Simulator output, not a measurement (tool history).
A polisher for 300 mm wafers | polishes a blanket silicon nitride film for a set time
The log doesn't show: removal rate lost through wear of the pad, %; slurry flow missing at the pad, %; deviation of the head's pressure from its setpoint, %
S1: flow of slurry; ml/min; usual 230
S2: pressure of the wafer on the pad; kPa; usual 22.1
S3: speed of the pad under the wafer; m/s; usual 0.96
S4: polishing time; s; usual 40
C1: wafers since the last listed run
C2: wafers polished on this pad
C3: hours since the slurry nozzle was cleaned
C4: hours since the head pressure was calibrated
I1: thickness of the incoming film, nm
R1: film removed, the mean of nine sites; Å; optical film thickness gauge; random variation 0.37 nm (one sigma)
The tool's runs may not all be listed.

{"run": 1, "hour": 0.0, "S1": 230, "S2": 22.1, "S3": 0.96, "S4": 36, "C1": 0, "C2": 2309, "C3": 519.3, "C4": 228.2, "I1": 677.1, "R1": 523}
{"hour": 16.8, "done": "worn pad replaced by a new one"}
{"run": 2, "hour": 74.8, "S1": 230, "S2": 22.1, "S3": 0.96, "S4": 36, "C1": 704, "C2": 577, "C3": 594.1, "C4": 303, "I1": 674.2, "R1": 516}
{"hour": 113.7, "done": "head pressure recalibrated"}
{"run": 3, "hour": 117.7, "S1": 230, "S2": 22.1, "S3": 0.96, "S4": 36, "C1": 407, "C2": 984, "C3": 637, "C4": 4, "I1": 676.8, "R1": 548}
{"run": 4, "hour": 163.0, "S1": 230, "S2": 22.1, "S3": 0.7, "S4": 40, "C1": 450, "C2": 1435, "C3": 682.3, "C4": 49.3, "I1": 666.1, "R1": 465}
{"hour": 210.0, "done": "slurry nozzle cleaned"}
{"run": 5, "hour": 269.7, "S1": 230, "S2": 22.1, "S3": 0.7, "S4": 40, "C1": 1052, "C2": 2487, "C3": 59.7, "C4": 156, "I1": 662.7, "R1": 450}
{"hour": 315.9, "done": "worn pad replaced by a new one"}
{"run": 6, "hour": 472.7, "S1": 230, "S2": 22.1, "S3": 0.96, "S4": 40, "C1": 1980, "C2": 1560, "C3": 262.7, "C4": 359, "I1": 659, "R1": 583}
{"run": 7, "hour": 542.2, "S1": 230, "S2": 22.1, "S3": 0.96, "S4": 40, "C1": 691, "C2": 2252, "C3": 332.2, "C4": 428.5, "I1": 668.9, "R1": 580}
{"hour": 558.8, "done": "head pressure recalibrated"}
{"hour": 609.3, "done": "worn pad replaced by a new one"}
{"run": 8, "hour": 623.8, "S1": 230, "S2": 22.1, "S3": 0.96, "S4": 40, "C1": 752, "C2": 144, "C3": 413.8, "C4": 65, "I1": 675.9, "R1": 595}
{"run": 9, "hour": 693.7, "S1": 185, "S2": 22.1, "S3": 0.96, "S4": 40, "C1": 695, "C2": 840, "C3": 483.7, "C4": 134.9, "I1": 658.7, "R1": 583}
{"run": 10, "hour": 794.2, "S1": 230, "S2": 22.1, "S3": 0.96, "S4": 36, "C1": 1000, "C2": 1840, "C3": 584.2, "C4": 235.4, "I1": 669.9, "R1": 526}
{"run": 11, "hour": 839.8, "S1": 230, "S2": 22.1, "S3": 0.96, "S4": 53, "C1": 453, "C2": 2294, "C3": 629.8, "C4": 281, "I1": 680.3, "R1": 774}
{"hour": 857.8, "done": "worn pad replaced by a new one"}
{"hour": 926.3, "done": "head pressure recalibrated"}
{"run": 12, "hour": 929.7, "S1": 230, "S2": 22.1, "S3": 0.7, "S4": 40, "C1": 835, "C2": 695, "C3": 719.7, "C4": 3.4, "I1": 680.3, "R1": 474}
{"hour": 943.8, "done": "slurry nozzle cleaned"}
{"run": 13, "hour": 1027.5, "S1": 230, "S2": 22.1, "S3": 0.96, "S4": 34, "C1": 963, "C2": 1658, "C3": 83.7, "C4": 101.2, "I1": 667.1, "R1": 504}
{"run": 14, "hour": 1108.9, "S1": 230, "S2": 25.5, "S3": 0.86, "S4": 40, "C1": 810, "C2": 2468, "C3": 165.1, "C4": 182.6, "I1": 670.1, "R1": 597}
{"hour": 1178.7, "done": "worn pad replaced by a new one"}
{"hour": 1330.1, "done": "head pressure recalibrated"}
{"run": 15, "hour": 1335.9, "S1": 230, "S2": 22.1, "S3": 0.96, "S4": 40, "C1": 2199, "C2": 1544, "C3": 392.1, "C4": 5.8, "I1": 660, "R1": 608}
{"run": 16, "hour": 1435.5, "S1": 165, "S2": 22.1, "S3": 1.2, "S4": 27, "C1": 991, "C2": 2536, "C3": 491.7, "C4": 105.4, "I1": 682.4, "R1": 461}

The tool's hidden state at each run:
removal rate lost through wear of the pad, %: 0 in every run
slurry flow missing at the pad, %: 0 in every run
H1: deviation of the head's pressure from its setpoint, %
run=1 H1=-4.61
run=2 H1=-5.03
run=3 H1=-0.0333
run=4 H1=-1.57
run=5 H1=-3.64
run=6 H1=-4.95
run=7 H1=-5.09
run=8 H1=-1.11
run=9 H1=-2.47
run=10 H1=-3.51
run=11 H1=-3.78
run=12 H1=-0.414
run=13 H1=-3.19
run=14 H1=-4.35
run=15 H1=-0.312
run=16 H1=-3.07
